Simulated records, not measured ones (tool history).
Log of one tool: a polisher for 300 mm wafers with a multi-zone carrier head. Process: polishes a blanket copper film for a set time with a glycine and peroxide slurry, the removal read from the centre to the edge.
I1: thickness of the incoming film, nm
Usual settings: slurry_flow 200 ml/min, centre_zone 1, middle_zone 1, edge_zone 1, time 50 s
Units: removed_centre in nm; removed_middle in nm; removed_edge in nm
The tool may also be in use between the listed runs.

run 1 hour=0 | slurry_flow=180 centre_zone=0.89 middle_zone=1 edge_zone=1 time=50 | I1=2205.9 | removed_centre=178.2 removed_middle=205.5 removed_edge=199.2
run 2 hour=284.5 | slurry_flow=200 centre_zone=1.08 middle_zone=1 edge_zone=0.94 time=66 | I1=2225 | removed_centre=282.7 removed_middle=264.8 removed_edge=254.4
run 3 hour=385.5 | slurry_flow=200 centre_zone=1 middle_zone=1 edge_zone=1 time=50 | I1=2241.7 | removed_centre=189.3 removed_middle=201.9 removed_edge=197.5
run 4 hour=444.4 | slurry_flow=200 centre_zone=1 middle_zone=1 edge_zone=1 time=50 | I1=2206.4 | removed_centre=188.9 removed_middle=202.8 removed_edge=190.7
run 5 hour=497 | slurry_flow=200 centre_zone=0.89 middle_zone=0.96 edge_zone=1.04 time=50 | I1=2236.7 | removed_centre=169.2 removed_middle=188.2 removed_edge=197.3
run 6 hour=602.3 | slurry_flow=200 centre_zone=1 middle_zone=1 edge_zone=1 time=50 | I1=2215.4 | removed_centre=207.2 removed_middle=212.5 removed_edge=203.7
run 7 hour=663.1 | slurry_flow=200 centre_zone=0.97 middle_zone=0.96 edge_zone=1 time=44 | I1=2231.4 | removed_centre=175.5 removed_middle=177 removed_edge=179.2
run 8 hour=736.1 | slurry_flow=200 centre_zone=1 middle_zone=1 edge_zone=1 time=50 | I1=2209.5 | removed_centre=205.3 removed_middle=209.1 removed_edge=205.8
run 9 hour=802.2 | slurry_flow=225 centre_zone=1.11 middle_zone=1 edge_zone=1 time=64 | I1=2184.4 | removed_centre=291.1 removed_middle=270.8 removed_edge=263.5
run 10 hour=885 | slurry_flow=200 centre_zone=0.95 middle_zone=0.96 edge_zone=0.92 time=50 | I1=2236.4 | removed_centre=194.7 removed_middle=195.5 removed_edge=196.7
run 11 hour=935.5 | slurry_flow=200 centre_zone=1.11 middle_zone=0.93 edge_zone=1 time=50 | I1=2191 | removed_centre=218.4 removed_middle=190.5 removed_edge=198.2
run 12 hour=975 | slurry_flow=200 centre_zone=0.94 middle_zone=1 edge_zone=1 time=65 | I1=2238.1 | removed_centre=249.3 removed_middle=263 removed_edge=259.6
run 13 hour=1059.1 | slurry_flow=260 centre_zone=0.95 middle_zone=1 edge_zone=0.93 time=50 | I1=2245 | removed_centre=196.5 removed_middle=208.9 removed_edge=200.3
run 14 hour=1166.1 | slurry_flow=200 centre_zone=1 middle_zone=1 edge_zone=1 time=50 | I1=2226.1 | removed_centre=190.6 removed_middle=195.7 removed_edge=195
run 15 hour=1207.6 | slurry_flow=200 centre_zone=1.08 middle_zone=1 edge_zone=1 time=50 | I1=2205.1 | removed_centre=204.8 removed_middle=193.9 removed_edge=196
run 16 hour=1257.6 | slurry_flow=200 centre_zone=1 middle_zone=1 edge_zone=1 time=50 | I1=2241.2 | removed_centre=189.6 removed_middle=194.9 removed_edge=191
run 17 hour=1350.4 | slurry_flow=170 centre_zone=0.97 middle_zone=1 edge_zone=1 time=50 | I1=2253.6 | removed_centre=196.5 removed_middle=205.2 removed_edge=199.6
run 18 hour=1394.8 | slurry_flow=200 centre_zone=1 middle_zone=1 edge_zone=0.89 time=63 | I1=2243.9 | removed_centre=264.3 removed_middle=268.6 removed_edge=244.5
run 19 hour=1446.9 | slurry_flow=200 centre_zone=0.92 middle_zone=1 edge_zone=1 time=50 | I1=2216.4 | removed_centre=187.1 removed_middle=210.4 removed_edge=206
run 20 hour=1519.1 | slurry_flow=220 centre_zone=0.9 middle_zone=1 edge_zone=1 time=36 | I1=2241.5 | removed_centre=135.2 removed_middle=153.5 removed_edge=148.9
run 21 hour=1621.7 | slurry_flow=200 centre_zone=1 middle_zone=1 edge_zone=1 time=50 | I1=2223.8 | removed_centre=200.2 removed_middle=204.7 removed_edge=203

Not shown: 8 entries that the log had between the listed runs. Between which runs, and how does the tool's hidden state differ before and after?
Between runs 2 and 3: worn pad replaced by a new one (hour 375.4)
  slurry flow missing at the pad, %: 25.7 -> 29.8
  measured less the result without the state, removed_centre: -18.6 -> -15.5 nm; removed_middle: -15.4 -> -14.5 nm; removed_edge: -10.7 -> -10.3 nm
Between runs 5 and 6: edge zone pressure recalibrated (hour 512.4); slurry nozzle cleaned (hour 528.9)
  slurry flow missing at the pad, %: 34.3 -> 9.87
  measured less the result without the state, removed_centre: -17.4 -> -4.1 nm; removed_middle: -16.9 -> -3.7 nm; removed_edge: -12.7 -> -2.6 nm
Between runs 10 and 11: carrier head's membrane replaced by a new one (hour 898.6)
  slurry flow missing at the pad, %: 21.3 -> 23.3
  measured less the result without the state, removed_centre: -9.8 -> -12.5 nm; removed_middle: -8.7 -> -9.7 nm; removed_edge: -6.4 -> -7.3 nm
Between runs 12 and 13: worn pad replaced by a new one (hour 998.6)
  slurry flow missing at the pad, %: 24.9 -> 28.3
  measured less the result without the state, removed_centre: -15.6 -> -11.1 nm; removed_middle: -14.6 -> -10.5 nm; removed_edge: -10.5 -> -7.5 nm
Between runs 14 and 15: edge zone pressure recalibrated (hour 1207.1)
  slurry flow missing at the pad, %: 32.6 -> 34.3
  measured less the result without the state, removed_centre: -18 -> -21 nm; removed_middle: -16.2 -> -17.5 nm; removed_edge: -11.6 -> -12.6 nm
Between runs 15 and 16: centre zone pressure recalibrated (hour 1240.9)
  slurry flow missing at the pad, %: 34.3 -> 36.3
  measured less the result without the state, removed_centre: -21 -> -21.4 nm; removed_middle: -17.5 -> -19.4 nm; removed_edge: -12.6 -> -13.5 nm
Between runs 16 and 17: slurry nozzle cleaned (hour 1269.4)
  slurry flow missing at the pad, %: 36.3 -> 6.06
  measured less the result without the state, removed_centre: -21.4 -> -2.7 nm; removed_middle: -19.4 -> -2.6 nm; removed_edge: -13.5 -> -1.7 nm

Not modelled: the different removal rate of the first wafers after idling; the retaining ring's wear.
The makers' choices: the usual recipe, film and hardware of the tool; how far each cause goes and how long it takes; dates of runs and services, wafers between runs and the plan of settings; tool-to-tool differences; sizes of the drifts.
